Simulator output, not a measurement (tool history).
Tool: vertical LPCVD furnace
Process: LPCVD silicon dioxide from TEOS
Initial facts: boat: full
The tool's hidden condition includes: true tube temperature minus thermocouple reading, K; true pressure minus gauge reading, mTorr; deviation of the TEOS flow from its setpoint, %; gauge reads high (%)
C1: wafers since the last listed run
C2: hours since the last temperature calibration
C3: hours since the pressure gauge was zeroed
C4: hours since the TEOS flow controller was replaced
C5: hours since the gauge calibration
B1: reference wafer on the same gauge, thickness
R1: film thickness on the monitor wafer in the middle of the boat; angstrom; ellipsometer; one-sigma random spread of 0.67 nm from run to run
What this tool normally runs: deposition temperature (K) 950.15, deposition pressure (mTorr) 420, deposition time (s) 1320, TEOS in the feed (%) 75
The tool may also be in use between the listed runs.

run 1 hour=0.0 | deposition_temperature_(K)=950.15 deposition_pressure_(mTorr)=420 deposition_time_(s)=1320 TEOS_in_the_feed_(%)=75 | C1=0 C2=899.2 C3=2004.8 C4=1134.7 C5=270.1 | B1=109.10 | R1=1126.7
run 2 hour=106.4 | deposition_temperature_(K)=950.15 deposition_pressure_(mTorr)=420 deposition_time_(s)=1320 TEOS_in_the_feed_(%)=75 | C1=1862 C2=1005.6 C3=2111.2 C4=1241.1 C5=376.5 | B1=108.68 | R1=1123.8
run 3 hour=170.2 | deposition_temperature_(K)=950.15 deposition_pressure_(mTorr)=420 deposition_time_(s)=1320 TEOS_in_the_feed_(%)=75 | C1=1116 C2=1069.4 C3=2175.0 C4=1304.9 C5=440.3 | B1=108.35 | R1=1116.8
run 4 hour=218.0 | deposition_temperature_(K)=950.15 deposition_pressure_(mTorr)=420 deposition_time_(s)=1440 TEOS_in_the_feed_(%)=75 | C1=836 C2=1117.2 C3=2222.8 C4=1352.7 C5=488.1 | B1=108.18 | R1=1209.1
run 5 hour=292.8 | deposition_temperature_(K)=950.15 deposition_pressure_(mTorr)=420 deposition_time_(s)=1320 TEOS_in_the_feed_(%)=75 | C1=1309 C2=1192.0 C3=2297.6 C4=1427.5 C5=562.9 | B1=107.90 | R1=1106.8
run 6 hour=337.7 | deposition_temperature_(K)=950.15 deposition_pressure_(mTorr)=420 deposition_time_(s)=1320 TEOS_in_the_feed_(%)=75 | C1=786 C2=1236.9 C3=2342.5 C4=1472.4 C5=607.8 | B1=107.55 | R1=1111.2
run 7 hour=377.1 | deposition_temperature_(K)=950.15 deposition_pressure_(mTorr)=420 deposition_time_(s)=1320 TEOS_in_the_feed_(%)=75 | C1=689 C2=1276.3 C3=2381.9 C4=1511.8 C5=647.2 | B1=107.55 | R1=1118.4
run 8 hour=483.5 | deposition_temperature_(K)=950.15 deposition_pressure_(mTorr)=355 deposition_time_(s)=1320 TEOS_in_the_feed_(%)=75 | C1=1862 C2=1382.7 C3=2488.3 C4=1618.2 C5=753.6 | B1=106.86 | R1=1013.5
run 9 hour=551.9 | deposition_temperature_(K)=950.15 deposition_pressure_(mTorr)=355 deposition_time_(s)=1320 TEOS_in_the_feed_(%)=75 | C1=1197 C2=1451.1 C3=2556.7 C4=1686.6 C5=822.0 | B1=106.72 | R1=1007.7
run 10 hour=630.9 | deposition_temperature_(K)=950.15 deposition_pressure_(mTorr)=355 deposition_time_(s)=1320 TEOS_in_the_feed_(%)=75 | C1=1383 C2=1530.1 C3=2635.7 C4=1765.6 C5=901.0 | B1=106.48 | R1=1009.9
run 11 hour=667.5 | deposition_temperature_(K)=947.15 deposition_pressure_(mTorr)=500 deposition_time_(s)=1320 TEOS_in_the_feed_(%)=75 | C1=640 C2=1566.7 C3=2672.3 C4=1802.2 C5=937.6 | B1=106.21 | R1=1099.9
run 12 hour=709.9 | deposition_temperature_(K)=947.15 deposition_pressure_(mTorr)=500 deposition_time_(s)=1320 TEOS_in_the_feed_(%)=75 | C1=742 C2=1609.1 C3=2714.7 C4=1844.6 C5=980.0 | B1=106.08 | R1=1108.3
-- hour=787.7 thermocouples replaced and temperature profile calibrated
run 13 hour=788.2 | deposition_temperature_(K)=950.15 deposition_pressure_(mTorr)=420 deposition_time_(s)=1320 TEOS_in_the_feed_(%)=75 | C1=950 C2=0.5 C3=2793.0 C4=1922.9 C5=1058.3 | B1=105.66 | R1=1087.9
run 14 hour=890.2 | deposition_temperature_(K)=950.15 deposition_pressure_(mTorr)=420 deposition_time_(s)=1320 TEOS_in_the_feed_(%)=75 | C1=1785 C2=102.5 C3=2895.0 C4=2024.9 C5=1160.3 | B1=105.17 | R1=1094.3
-- hour=917.1 pressure gauge zeroed
run 15 hour=997.1 | deposition_temperature_(K)=950.15 deposition_pressure_(mTorr)=515 deposition_time_(s)=1080 TEOS_in_the_feed_(%)=75 | C1=1451 C2=209.4 C3=80.0 C4=2131.8 C5=1267.2 | B1=104.82 | R1=982.9
run 16 hour=1096.0 | deposition_temperature_(K)=950.15 deposition_pressure_(mTorr)=315 deposition_time_(s)=1140 TEOS_in_the_feed_(%)=75 | C1=1731 C2=308.3 C3=178.9 C4=2230.7 C5=1366.1 | B1=104.29 | R1=796.6
run 17 hour=1157.8 | deposition_temperature_(K)=950.15 deposition_pressure_(mTorr)=420 deposition_time_(s)=1320 TEOS_in_the_feed_(%)=75 | C1=1081 C2=370.1 C3=240.7 C4=2292.5 C5=1427.9 | B1=104.08 | R1=1089.5
-- hour=1255.0 TEOS flow controller replaced
run 18 hour=1258.5 | deposition_temperature_(K)=950.15 deposition_pressure_(mTorr)=470 deposition_time_(s)=1320 TEOS_in_the_feed_(%)=75 | C1=1342 C2=470.8 C3=341.4 C4=3.5 C5=1528.6 | B1=103.63 | R1=1139.2
run 19 hour=1358.2 | deposition_temperature_(K)=945.15 deposition_pressure_(mTorr)=360 deposition_time_(s)=1320 TEOS_in_the_feed_(%)=75 | C1=1745 C2=570.5 C3=441.1 C4=103.2 C5=1628.3 | B1=103.07 | R1=874.6
run 20 hour=1450.7 | deposition_temperature_(K)=950.15 deposition_pressure_(mTorr)=330 deposition_time_(s)=990 TEOS_in_the_feed_(%)=70 | C1=1619 C2=663.0 C3=533.6 C4=195.7 C5=1720.8 | B1=102.68 | R1=688.4
-- hour=1494.2 gauge calibrated
run 21 hour=1514.6 | deposition_temperature_(K)=938.15 deposition_pressure_(mTorr)=380 deposition_time_(s)=1470 TEOS_in_the_feed_(%)=75 | C1=1118 C2=726.9 C3=597.5 C4=259.6 C5=20.4 | B1=109.15 | R1=884.8
run 22 hour=1589.3 | deposition_temperature_(K)=947.15 deposition_pressure_(mTorr)=420 deposition_time_(s)=1320 TEOS_in_the_feed_(%)=75 | C1=1307 C2=801.6 C3=672.2 C4=334.3 C5=95.1 | B1=108.90 | R1=1044.7
run 23 hour=1648.9 | deposition_temperature_(K)=944.15 deposition_pressure_(mTorr)=365 deposition_time_(s)=1590 TEOS_in_the_feed_(%)=86 | C1=1043 C2=861.2 C3=731.8 C4=393.9 C5=154.7 | B1=108.55 | R1=1162.8
run 24 hour=1714.7 | deposition_temperature_(K)=950.15 deposition_pressure_(mTorr)=420 deposition_time_(s)=1320 TEOS_in_the_feed_(%)=75 | C1=1151 C2=927.0 C3=797.6 C4=459.7 C5=220.5 | B1=108.44 | R1=1116.5
run 25 hour=1801.7 | deposition_temperature_(K)=950.15 deposition_pressure_(mTorr)=370 deposition_time_(s)=1770 TEOS_in_the_feed_(%)=88 | C1=1523 C2=1014.0 C3=884.6 C4=546.7 C5=307.5 | B1=107.87 | R1=1530.9
run 26 hour=1855.7 | deposition_temperature_(K)=950.15 deposition_pressure_(mTorr)=420 deposition_time_(s)=990 TEOS_in_the_feed_(%)=75 | C1=945 C2=1068.0 C3=938.6 C4=600.7 C5=361.5 | B1=107.50 | R1=835.3
run 27 hour=1900.2 | deposition_temperature_(K)=950.15 deposition_pressure_(mTorr)=380 deposition_time_(s)=1320 TEOS_in_the_feed_(%)=75 | C1=779 C2=1112.5 C3=983.1 C4=645.2 C5=406.0 | B1=107.47 | R1=1056.8
run 28 hour=1985.8 | deposition_temperature_(K)=950.15 deposition_pressure_(mTorr)=420 deposition_time_(s)=1320 TEOS_in_the_feed_(%)=75 | C1=1498 C2=1198.1 C3=1068.7 C4=730.8 C5=491.6 | B1=107.18 | R1=1096.4
run 29 hour=2028.8 | deposition_temperature_(K)=950.15 deposition_pressure_(mTorr)=420 deposition_time_(s)=900 TEOS_in_the_feed_(%)=75 | C1=752 C2=1241.1 C3=1111.7 C4=773.8 C5=534.6 | B1=106.87 | R1=754.5

Consider 3 possible next runs. They are alternatives, not a sequence: every one starts from the tool as it was left by run 29. What does each give?
run A hour=2033.1 | deposition_temperature_(K)=950.15 deposition_pressure_(mTorr)=420 deposition_time_(s)=1710 TEOS_in_the_feed_(%)=75 | C1=75 C2=1245.4 C3=1116.0 C4=778.1 C5=538.9 | B1=? | R1=?
run B hour=2033.1 | deposition_temperature_(K)=958.15 deposition_pressure_(mTorr)=420 deposition_time_(s)=1800 TEOS_in_the_feed_(%)=80 | C1=75 C2=1245.4 C3=1116.0 C4=778.1 C5=538.9 | B1=? | R1=?
run C hour=2033.1 | deposition_temperature_(K)=944.15 deposition_pressure_(mTorr)=375 deposition_time_(s)=990 TEOS_in_the_feed_(%)=79 | C1=75 C2=1245.4 C3=1116.0 C4=778.1 C5=538.9 | B1=? | R1=?

run=A B1=106.92 R1=1439.1
run=B B1=106.92 R1=1898.8
run=C B1=106.92 R1=697.2
Had the tool no hidden state, the same runs would have come out as:
run=A R1=1480.6
run=B R1=1953.6
run=C R1=717.4
